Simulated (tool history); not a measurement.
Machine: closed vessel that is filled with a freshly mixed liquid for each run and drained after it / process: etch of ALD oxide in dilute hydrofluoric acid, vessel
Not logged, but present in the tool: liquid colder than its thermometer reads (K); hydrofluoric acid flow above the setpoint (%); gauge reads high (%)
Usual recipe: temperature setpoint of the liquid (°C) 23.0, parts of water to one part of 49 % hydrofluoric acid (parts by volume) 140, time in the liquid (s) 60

run   hour  temperature setpoint of the liquid (°C)  parts of water to one part of 49 % hydrofluoric acid (parts by volume)  time in the liquid (s)  wafers since the last listed run  hours since the thermometer was replaced  hours since the hydrofluoric acid flow meter was replaced  hours since the gauge calibration  read-back film thickness of the ALD oxide reference wafer, read on the same gauge (nm)  thickness taken off the ALD oxide on a monitor wafer (Å)
  1    0.0                                     23.0                                                                     140                      60                                 0                                    1423.2                                                      751.1                              675.5                                                                                  113.95                                                     122.9
  2   57.8                                     23.0                                                                     140                      60                              8523                                    1481.0                                                      808.9                              733.3                                                                                  114.06                                                     122.0
  3  100.7                                     23.0                                                                     140                      60                              6326                                    1523.9                                                      851.8                              776.2                                                                                  114.16                                                     123.7
  4  130.8                                     23.0                                                                     170                      50                              4438                                    1554.0                                                      881.9                              806.3                                                                                  114.21                                                      81.7
  5  183.7                                     23.0                                                                     170                      50                              7801                                    1606.9                                                      934.8                              859.2                                                                                  114.25                                                      82.2
  6  217.3                                     20.0                                                                     115                      60                              4954                                    1640.5                                                      968.4                              892.8                                                                                  114.31                                                     137.3
  7  257.9                                     20.0                                                                     115                      60                              5987                                    1681.1                                                     1009.0                              933.4                                                                                  114.33                                                     136.8
  8  300.3                                     23.0                                                                     115                      60                              6252                                    1723.5                                                     1051.4                              975.8                                                                                  114.42                                                     155.1
  9  340.3                                     23.0                                                                     115                      60                              5898                                    1763.5                                                     1091.4                             1015.8                                                                                  114.47                                                     155.9
 10  381.5                                     23.0                                                                     115                      60                              6075                                    1804.7                                                     1132.6                             1057.0                                                                                  114.54                                                     153.6
 11  408.8                                     23.0                                                                     140                      70                              4025                                    1832.0                                                     1159.9                             1084.3                                                                                  114.53                                                     144.2
 12  433.6                                     23.0                                                                     140                      70                              3657                                    1856.8                                                     1184.7                             1109.1                                                                                  114.50                                                     144.6
     458.6  -- gauge calibrated
     468.9  -- hydrofluoric acid flow meter replaced
 13  482.0                                     23.0                                                                     140                      70                              6989                                    1905.2                                                       13.1                               23.4                                                                                  110.54                                                     140.6
 14  552.7                                     27.5                                                                      80                      60                             10425                                    1975.9                                                       83.8                               94.1                                                                                  111.40                                                     268.5
     611.9  -- thermometer replaced
 15  616.4                                     24.5                                                                     190                      30                              9246                                       4.5                                                      147.5                              157.8                                                                                  112.02                                                      44.6
 16  744.0                                     20.5                                                                     140                      60                             18816                                     132.1                                                      275.1                              285.4                                                                                  112.93                                                     111.2
 17  807.6                                     23.0                                                                     140                      30                              9378                                     195.7                                                      338.7                              349.0                                                                                  113.35                                                      61.1
 18  875.9                                     27.5                                                                     140                      60                             10072                                     264.0                                                      407.0                              417.3                                                                                  113.72                                                     145.9
 19  932.0                                     23.0                                                                     140                      60                              8272                                     320.1                                                      463.1                              473.4                                                                                  113.93                                                     122.6

Run 20 is up next; what results do you expect?
 20  991.3                                     23.0                                                                     140                      35                              8744                                     379.4                                                      522.4                              532.7                                                                                       ?                                                         ?

{"run 20": {"read-back film thickness of the ALD oxide reference wafer, read on the same gauge (nm)": 114.09, "thickness taken off the ALD oxide on a monitor wafer (Å)": 71.6}}
Take away the tool's hidden state, keep the run-to-run variation as it was, and the same run would have given thickness taken off the ALD oxide on a monitor wafer (Å) 69.0.
